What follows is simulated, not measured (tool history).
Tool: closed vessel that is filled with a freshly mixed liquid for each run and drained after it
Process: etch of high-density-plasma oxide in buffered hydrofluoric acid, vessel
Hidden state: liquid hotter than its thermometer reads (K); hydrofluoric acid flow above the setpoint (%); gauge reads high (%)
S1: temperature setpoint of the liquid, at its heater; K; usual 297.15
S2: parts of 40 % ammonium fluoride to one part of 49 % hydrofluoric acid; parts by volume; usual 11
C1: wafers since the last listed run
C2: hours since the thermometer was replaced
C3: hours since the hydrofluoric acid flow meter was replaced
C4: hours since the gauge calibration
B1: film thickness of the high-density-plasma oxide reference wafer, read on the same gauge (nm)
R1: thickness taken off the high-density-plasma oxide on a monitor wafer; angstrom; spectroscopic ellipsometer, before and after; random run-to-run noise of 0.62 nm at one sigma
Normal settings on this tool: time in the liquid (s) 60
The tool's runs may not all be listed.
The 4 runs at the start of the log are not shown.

Run 5, hour 46.6: usual settings but S1 299.65 K, time in the liquid (s) 45; C1 621; C2 2121.3; C3 1171.1; C4 73.5; B1 30. Result: R1 1483.9 angstrom.
Run 6, hour 56.5: usual settings but S1 298.15 K, S2 13.5 parts by volume; C1 621; C2 2131.2; C3 1181; C4 83.4; B1 29.99. Result: R1 1509.7 angstrom.
Run 7, hour 62.8: usual settings but S1 293.65 K; C1 395; C2 2137.5; C3 1187.3; C4 89.7; B1 30.02. Result: R1 1419.9 angstrom.
Run 8, hour 78.4: usual settings; C1 978; C2 2153.1; C3 1202.9; C4 105.3; B1 30.01. Result: R1 1734.4 angstrom.
Run 9, hour 95.1: usual settings; C1 1047; C2 2169.8; C3 1219.6; C4 122; B1 30.02. Result: R1 1724.2 angstrom.
Run 10, hour 102.9: usual settings; C1 489; C2 2177.6; C3 1227.4; C4 129.8; B1 30. Result: R1 1725.1 angstrom.
Run 11, hour 115.5: usual settings; C1 790; C2 2190.2; C3 1240; C4 142.4; B1 30.02. Result: R1 1738.7 angstrom.
Run 12, hour 126.5: usual settings; C1 690; C2 2201.2; C3 1251; C4 153.4; B1 29.98. Result: R1 1741.8 angstrom.
Run 13, hour 137: usual settings but S1 299.15 K, S2 7.5 parts by volume, time in the liquid (s) 40; C1 658; C2 2211.7; C3 1261.5; C4 163.9; B1 30.02. Result: R1 1847.6 angstrom.
Run 14, hour 147.9: usual settings; C1 683; C2 2222.6; C3 1272.4; C4 174.8; B1 29.97. Result: R1 1740.5 angstrom.
Run 15, hour 163.9: usual settings but time in the liquid (s) 40; C1 1003; C2 2238.6; C3 1288.4; C4 190.8; B1 29.99. Result: R1 1158.7 angstrom.
Run 16, hour 176.8: usual settings but S1 300.15 K, S2 9 parts by volume, time in the liquid (s) 30; C1 809; C2 2251.5; C3 1301.3; C4 203.7; B1 29.99. Result: R1 1227.1 angstrom.
At hour 192.8: hydrofluoric acid flow meter replaced.
At hour 215.7: gauge calibrated.
Run 17, hour 215.8: usual settings but time in the liquid (s) 40; C1 2384; C2 2290.5; C3 23; C4 0.1; B1 29.99. Result: R1 1064 angstrom.
Run 18, hour 225: usual settings but S1 301.65 K, S2 8 parts by volume, time in the liquid (s) 85; C1 577; C2 2299.7; C3 32.2; C4 9.3; B1 29.97. Result: R1 3776.3 angstrom.
Run 19, hour 233.8: usual settings but S1 299.15 K, S2 13.5 parts by volume, time in the liquid (s) 90; C1 552; C2 2308.5; C3 41; C4 18.1; B1 30. Result: R1 2176.3 angstrom.
Run 20, hour 241: usual settings but S2 14.5 parts by volume, time in the liquid (s) 50; C1 451; C2 2315.7; C3 48.2; C4 25.3; B1 30. Result: R1 1019.5 angstrom.

Forecast run 21:
Run 21, hour 252.5: usual settings but time in the liquid (s) 30; C1 721; C2 2327.2; C3 59.7; C4 36.8; B1 ?. Result: R1 ?.

Run 21 measured B1 29.98, R1 801.4 angstrom.
If the tool had no hidden condition, the same run with the same run-to-run variation would have returned R1 684 angstrom.
